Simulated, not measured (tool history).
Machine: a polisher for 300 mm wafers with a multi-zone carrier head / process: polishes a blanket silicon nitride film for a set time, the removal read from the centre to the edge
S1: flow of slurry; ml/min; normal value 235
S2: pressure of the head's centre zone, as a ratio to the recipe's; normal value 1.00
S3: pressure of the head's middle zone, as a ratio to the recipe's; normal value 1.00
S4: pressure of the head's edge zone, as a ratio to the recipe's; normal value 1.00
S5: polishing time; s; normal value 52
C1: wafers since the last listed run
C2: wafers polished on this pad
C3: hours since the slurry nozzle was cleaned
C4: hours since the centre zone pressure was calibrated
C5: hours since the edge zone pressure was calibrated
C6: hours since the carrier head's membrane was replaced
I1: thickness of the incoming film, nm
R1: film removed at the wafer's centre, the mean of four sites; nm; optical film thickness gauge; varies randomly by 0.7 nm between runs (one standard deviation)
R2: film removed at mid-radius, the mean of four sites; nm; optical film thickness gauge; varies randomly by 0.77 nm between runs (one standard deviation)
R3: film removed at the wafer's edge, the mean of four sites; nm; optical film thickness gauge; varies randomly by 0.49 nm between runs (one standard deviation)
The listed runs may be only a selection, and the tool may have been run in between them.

| run | hour | S1 | S2 | S3 | S4 | S5 | C1 | C2 | C3 | C4 | C5 | C6 | I1 | R1 | R2 | R3 |
|---|---|---|---|---|---|---|---|---|---|---|---|---|---|---|---|---|
| 1 | 0.0 | 235 | 1.00 | 1.00 | 1.00 | 52 | 0 | 933 | 13.3 | 971.0 | 976.9 | 863.2 | 650.7 | 81.7 | 81.1 | 82.6 |
| 2 | 42.8 | 235 | 1.00 | 1.00 | 1.00 | 63 | 263 | 1196 | 56.1 | 1013.8 | 1019.7 | 906.0 | 655.5 | 97.4 | 99.3 | 98.9 |
|  | 56.0 | centre zone pressure recalibrated |
| 3 | 139.5 | 235 | 1.00 | 1.00 | 1.00 | 63 | 581 | 1778 | 152.8 | 83.5 | 1116.4 | 1002.7 | 652.3 | 97.2 | 98.3 | 99.3 |
|  | 152.9 | carrier head's membrane replaced by a new one |
| 4 | 243.1 | 235 | 1.00 | 1.00 | 1.00 | 63 | 605 | 2384 | 256.4 | 187.1 | 1220.0 | 90.2 | 652.4 | 98.9 | 98.9 | 99.4 |
| 5 | 280.5 | 235 | 1.00 | 1.00 | 1.00 | 64 | 229 | 2614 | 293.8 | 224.5 | 1257.4 | 127.6 | 647.6 | 99.8 | 102.1 | 99.7 |
|  | 299.7 | worn pad replaced by a new one |
| 6 | 321.5 | 235 | 1.00 | 1.00 | 1.00 | 64 | 227 | 134 | 334.8 | 265.5 | 1298.4 | 168.6 | 649.6 | 100.6 | 100.1 | 101.8 |
| 7 | 420.9 | 235 | 1.00 | 1.00 | 1.00 | 52 | 610 | 745 | 434.2 | 364.9 | 1397.8 | 268.0 | 653.6 | 81.9 | 82.0 | 81.2 |
| 8 | 500.4 | 235 | 1.00 | 1.00 | 0.93 | 41 | 488 | 1233 | 513.7 | 444.4 | 1477.3 | 347.5 | 645.4 | 64.4 | 64.0 | 62.3 |
|  | 550.7 | slurry nozzle cleaned |
|  | 565.7 | edge zone pressure recalibrated |
| 9 | 756.2 | 285 | 1.00 | 1.00 | 0.96 | 52 | 1553 | 2787 | 205.5 | 700.2 | 190.5 | 603.3 | 643.0 | 83.3 | 82.7 | 81.3 |
| 10 | 855.9 | 235 | 0.89 | 0.89 | 1.00 | 52 | 612 | 3399 | 305.2 | 799.9 | 290.2 | 703.0 | 661.9 | 71.6 | 73.5 | 82.1 |
|  | 877.8 | worn pad replaced by a new one |
| 11 | 909.4 | 235 | 1.00 | 1.00 | 1.09 | 45 | 304 | 194 | 358.7 | 853.4 | 343.7 | 756.5 | 653.1 | 69.6 | 69.4 | 74.4 |
| 12 | 1002.0 | 235 | 1.04 | 1.00 | 1.09 | 64 | 569 | 763 | 451.3 | 946.0 | 436.3 | 849.1 | 652.2 | 104.7 | 99.3 | 104.7 |
|  | 1036.2 | slurry nozzle cleaned |
|  | 1241.3 | centre zone pressure recalibrated |
| 13 | 1303.8 | 305 | 1.00 | 1.00 | 0.90 | 52 | 1836 | 2599 | 267.6 | 62.5 | 738.1 | 1150.9 | 656.4 | 82.9 | 83.4 | 79.2 |
|  | 1329.3 | worn pad replaced by a new one |
| 14 | 1347.5 | 235 | 0.89 | 0.88 | 1.09 | 57 | 243 | 111 | 311.3 | 106.2 | 781.8 | 1194.6 | 637.8 | 78.7 | 80.5 | 93.7 |
|  | 1356.8 | carrier head's membrane replaced by a new one |
|  | 1603.2 | slurry nozzle cleaned |
| 15 | 1655.4 | 235 | 1.00 | 1.00 | 0.93 | 41 | 1855 | 1967 | 52.2 | 414.1 | 1089.7 | 298.6 | 644.5 | 64.5 | 63.6 | 62.4 |
| 16 | 1718.8 | 235 | 1.00 | 1.00 | 1.06 | 40 | 389 | 2356 | 115.6 | 477.5 | 1153.1 | 362.0 | 638.3 | 62.8 | 61.4 | 65.3 |
| 17 | 1822.0 | 235 | 1.11 | 1.00 | 1.06 | 52 | 634 | 2991 | 218.8 | 580.7 | 1256.3 | 465.2 | 663.5 | 90.1 | 80.7 | 84.0 |
|  | 1881.2 | worn pad replaced by a new one |
| 18 | 1897.3 | 270 | 1.00 | 0.97 | 1.05 | 44 | 438 | 98 | 294.1 | 656.0 | 1331.6 | 540.5 | 651.6 | 69.5 | 67.3 | 71.9 |
| 19 | 1939.3 | 190 | 1.00 | 0.95 | 1.00 | 36 | 258 | 356 | 336.1 | 698.0 | 1373.6 | 582.5 | 649.3 | 54.6 | 53.7 | 55.6 |
| 20 | 2032.3 | 275 | 1.00 | 1.09 | 1.11 | 52 | 571 | 928 | 429.1 | 791.0 | 1466.6 | 675.5 | 650.2 | 82.9 | 88.6 | 87.6 |
| 21 | 2068.7 | 235 | 1.00 | 1.00 | 1.00 | 52 | 223 | 1152 | 465.5 | 827.4 | 1503.0 | 711.9 | 643.8 | 80.5 | 81.6 | 81.9 |

Below are 5 alternative next runs, each starting from the tool's condition after run 21. Predict each:
| A | 2069.1 | 235 | 1.00 | 1.00 | 1.00 | 52 | 2 | 1154 | 465.9 | 827.8 | 1503.4 | 712.3 | 646.9 | ? | ? | ? |
| B | 2069.1 | 235 | 0.89 | 1.00 | 1.00 | 57 | 2 | 1154 | 465.9 | 827.8 | 1503.4 | 712.3 | 646.9 | ? | ? | ? |
| C | 2069.1 | 200 | 1.00 | 1.06 | 1.08 | 52 | 2 | 1154 | 465.9 | 827.8 | 1503.4 | 712.3 | 646.9 | ? | ? | ? |
| D | 2069.1 | 235 | 0.92 | 1.00 | 1.00 | 38 | 2 | 1154 | 465.9 | 827.8 | 1503.4 | 712.3 | 646.9 | ? | ? | ? |
| E | 2069.1 | 235 | 1.00 | 0.96 | 1.00 | 35 | 2 | 1154 | 465.9 | 827.8 | 1503.4 | 712.3 | 646.9 | ? | ? | ? |

| run | R1 | R2 | R3 |
|---|---|---|---|
| A | 81.9 | 81.4 | 81.6 |
| B | 79.8 | 89.3 | 89.4 |
| C | 80.5 | 84.2 | 83.7 |
| D | 55.0 | 59.5 | 59.6 |
| E | 55.1 | 53.0 | 55.0 |
Take away the tool's hidden state, keep each run's random variation, and the runs would have read:
| run | R1 | R2 | R3 |
|---|---|---|---|
| A | 81.9 | 81.4 | 81.6 |
| B | 79.8 | 89.3 | 89.4 |
| C | 80.5 | 84.2 | 83.7 |
| D | 55.0 | 59.5 | 59.6 |
| E | 55.1 | 53.0 | 55.0 |

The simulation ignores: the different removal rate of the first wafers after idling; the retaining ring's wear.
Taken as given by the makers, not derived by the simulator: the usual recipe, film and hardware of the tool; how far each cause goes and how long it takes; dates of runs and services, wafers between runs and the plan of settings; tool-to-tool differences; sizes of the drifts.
